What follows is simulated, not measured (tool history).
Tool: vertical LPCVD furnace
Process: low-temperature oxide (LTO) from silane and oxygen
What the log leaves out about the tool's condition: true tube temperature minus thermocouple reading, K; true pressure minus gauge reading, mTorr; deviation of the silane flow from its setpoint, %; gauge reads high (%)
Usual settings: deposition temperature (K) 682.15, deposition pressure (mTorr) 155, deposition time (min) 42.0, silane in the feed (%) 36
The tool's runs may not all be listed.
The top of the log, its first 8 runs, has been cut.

run	hour	deposition temperature (K)	deposition pressure (mTorr)	deposition time (min)	silane in the feed (%)	wafers since the last listed run	hours since the last temperature calibration	hours since the pressure gauge was zeroed	hours since the silane flow controller was replaced	hours since the gauge calibration	read-back reference wafer on the same gauge, thickness	film thickness on the monitor wafer in the middle of the boat (angstrom)
9	616.8	682.15	155	42.0	36	779	1625.7	4108.2	6627.2	743.0	324.94	2688.3
10	843.7	682.15	155	42.0	36	2289	1852.6	4335.1	6854.1	969.9	325.12	2694.6
11	898.3	673.15	155	42.0	36	550	1907.2	4389.7	6908.7	1024.5	325.08	2432.8
# hour 951.4: pressure gauge zeroed
12	966.2	682.15	140	46.5	34	442	1975.1	14.8	6976.6	1092.4	325.07	2541.4
13	1054.6	682.15	165	42.0	36	891	2063.5	103.2	7065.0	1180.8	325.07	2912.2
# hour 1155.6: silane flow controller replaced
14	1156.1	690.15	155	42.0	36	781	2165.0	204.7	0.5	1282.3	324.91	2995.9
15	1207.5	691.15	180	53.5	32	518	2216.4	256.1	51.9	1333.7	325.09	3822.8
16	1244.5	691.15	180	53.5	32	373	2253.4	293.1	88.9	1370.7	324.96	3820.8
17	1313.3	691.15	180	53.5	32	694	2322.2	361.9	157.7	1439.5	324.93	3809.4
18	1364.1	677.15	155	42.0	32	512	2373.0	412.7	208.5	1490.3	324.98	2208.8
# hour 1604.1: thermocouples replaced and temperature profile calibrated
19	1604.6	692.15	155	28.5	34	2184	0.5	653.2	449.0	1730.8	324.99	1916.5
20	1822.7	677.15	155	37.0	29	2200	218.6	871.3	667.1	1948.9	325.01	1683.2
21	1901.4	675.15	135	42.0	36	794	297.3	950.0	745.8	2027.6	325.01	2197.9
22	1942.8	682.15	155	42.0	36	417	338.7	991.4	787.2	2069.0	324.95	2728.3
23	1997.0	682.15	180	52.0	36	546	392.9	1045.6	841.4	2123.2	324.92	3927.1
24	2054.2	682.15	180	26.5	30	577	450.1	1102.8	898.6	2180.4	325.06	1563.3
25	2154.8	675.15	155	49.5	36	1015	550.7	1203.4	999.2	2281.0	324.98	2976.6
26	2191.8	682.15	140	42.0	40	373	587.7	1240.4	1036.2	2318.0	325.02	2805.7
27	2243.6	678.15	155	42.0	36	522	639.5	1292.2	1088.0	2369.8	325.02	2611.3
28	2320.1	682.15	155	42.0	36	771	716.0	1368.7	1164.5	2446.3	325.08	2723.8
29	2364.4	682.15	155	42.0	36	446	760.3	1413.0	1208.8	2490.6	325.13	2724.6
30	2420.4	673.15	130	42.0	31	565	816.3	1469.0	1264.8	2546.6	325.08	1683.2
31	2492.5	682.15	155	42.0	43	727	888.4	1541.1	1336.9	2618.7	324.92	3363.4
32	2625.3	682.15	165	42.0	36	1339	1021.2	1673.9	1469.7	2751.5	324.99	2906.6

Alternative continuations, all from the tool just after run 32; predict every row:
A	2629.9	682.15	155	42.0	36	46	1025.8	1678.5	1474.3	2756.1	?	?
B	2629.9	691.15	155	42.0	36	46	1025.8	1678.5	1474.3	2756.1	?	?
C	2629.9	674.15	155	32.5	36	46	1025.8	1678.5	1474.3	2756.1	?	?

run	read-back reference wafer on the same gauge, thickness	film thickness on the monitor wafer in the middle of the boat (angstrom)
A	324.82	2714.4
B	324.82	2991.3
C	324.82	1921.1
Without the tool's unlogged condition, the same runs would have read:
run	film thickness on the monitor wafer in the middle of the boat (angstrom)
A	2741.0
B	3020.7
C	1940.0

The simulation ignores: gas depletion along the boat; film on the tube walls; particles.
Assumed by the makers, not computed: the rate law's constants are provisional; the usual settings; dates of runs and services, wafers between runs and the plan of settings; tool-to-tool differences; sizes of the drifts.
